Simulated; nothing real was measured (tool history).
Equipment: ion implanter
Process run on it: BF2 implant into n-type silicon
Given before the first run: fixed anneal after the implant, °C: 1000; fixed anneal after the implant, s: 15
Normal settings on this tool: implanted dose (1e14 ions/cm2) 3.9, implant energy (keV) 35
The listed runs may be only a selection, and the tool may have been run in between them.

| run | hour | implanted dose (1e14 ions/cm2) | implant energy (keV) | read-back reference wafer on the same gauge, sheet resistance | sheet resistance of the implanted and annealed layer (ohm/square) |
|---|---|---|---|---|---|
| 1 | 0 | 3.9 | 41.5 | 279.94 | 305.84 |
| 2 | 26.6 | 3.59 | 35 | 279.98 | 333.76 |
| 3 | 50.5 | 3.59 | 35 | 280.05 | 333.35 |
|  | 53.9 | gauge calibrated |
| 4 | 84.7 | 3.59 | 35 | 280.06 | 334.04 |
| 5 | 149.7 | 3.9 | 35 | 279.93 | 310.79 |
| 6 | 165.4 | 3.9 | 35 | 280.05 | 311.52 |
| 7 | 191.6 | 3.48 | 35 | 279.96 | 344.11 |
| 8 | 216.1 | 3.48 | 35 | 280.09 | 345.4 |
| 9 | 252.1 | 3.48 | 35 | 280.03 | 347.67 |
| 10 | 282.3 | 3.9 | 26 | 280.06 | 322.6 |
| 11 | 296.2 | 3.9 | 26 | 279.98 | 323.8 |
| 12 | 322.4 | 3.54 | 35 | 280.04 | 342.84 |
|  | 351.4 | Faraday cup replaced and dose calibrated |
| 13 | 351.9 | 3.9 | 35 | 279.96 | 302.08 |
| 14 | 370 | 3.9 | 35 | 280.18 | 302.61 |
| 15 | 382.7 | 3.37 | 44 | 280.04 | 337.08 |
| 16 | 407.8 | 5.06 | 41.5 | 280.06 | 237.66 |
| 17 | 427 | 3.9 | 35 | 280.08 | 302.64 |
| 18 | 445.9 | 3.9 | 23 | 280.13 | 318.35 |
| 19 | 479.7 | 2.76 | 45.5 | 279.95 | 399.08 |
| 20 | 514.8 | 4.4 | 28 | 280 | 280.84 |
|  | 532.9 | extraction supply calibrated |
| 21 | 533.4 | 4.34 | 47 | 279.97 | 267.05 |
| 22 | 557.3 | 4.34 | 23.5 | 280.02 | 292.05 |
| 23 | 575 | 3.22 | 28 | 280.02 | 365.03 |
| 24 | 590.9 | 3.9 | 35 | 280.08 | 303.5 |
| 25 | 624.7 | 5.02 | 40 | 279.91 | 239.72 |
|  | 634.1 | gauge calibrated |
| 26 | 649.3 | 3.9 | 35 | 280 | 303.26 |
| 27 | 677 | 3.9 | 35 | 280.07 | 302.99 |
| 28 | 702.8 | 3.9 | 27 | 280.13 | 311.91 |
| 29 | 737.2 | 4.9 | 46.5 | 280.04 | 242.19 |
| 30 | 772.2 | 3.27 | 41 | 280.04 | 351.08 |
| 31 | 787.9 | 3.55 | 43 | 279.97 | 324.06 |
| 32 | 809 | 4.62 | 45 | 280.09 | 254.99 |
| 33 | 826.9 | 3.55 | 35 | 280.01 | 328.38 |
| 34 | 839.2 | 3.9 | 35 | 279.93 | 304.08 |
| 35 | 856.3 | 4.2 | 41 | 280.04 | 279.43 |
| 36 | 884.9 | 3.17 | 47 | 280 | 355.85 |

Below, each run's measurement less what the same run would have read without the hidden state. Both values contain the same run-to-run variation, but the gauge's scatter may not be the same in both:
Hidden state present: deviation of the true dose from the Faraday cup's reading, %; deviation of the true energy from its setpoint, %; gauge reads high (%).
| run | sheet resistance of the implanted and annealed layer (ohm/square) |
|---|---|
| 1 | +6.59 |
| 2 | +7.4 |
| 3 | +7.69 |
| 4 | +8.15 |
| 5 | +8.39 |
| 6 | +8.6 |
| 7 | +9.92 |
| 8 | +10.33 |
| 9 | +10.95 |
| 10 | +9.79 |
| 11 | +10.02 |
| 12 | +11.93 |
| 13 | -0.52 |
| 14 | -0.52 |
| 15 | -0.59 |
| 16 | -0.38 |
| 17 | -0.49 |
| 18 | -0.44 |
| 19 | -0.56 |
| 20 | -0.32 |
| 21 | -0.31 |
| 22 | -0.26 |
| 23 | -0.32 |
| 24 | -0.23 |
| 25 | -0.12 |
| 26 | -0.08 |
| 27 | +0 |
| 28 | +0.09 |
| 29 | +0.17 |
| 30 | +0.42 |
| 31 | +0.46 |
| 32 | +0.44 |
| 33 | +0.65 |
| 34 | +0.66 |
| 35 | +0.69 |
| 36 | +1.04 |
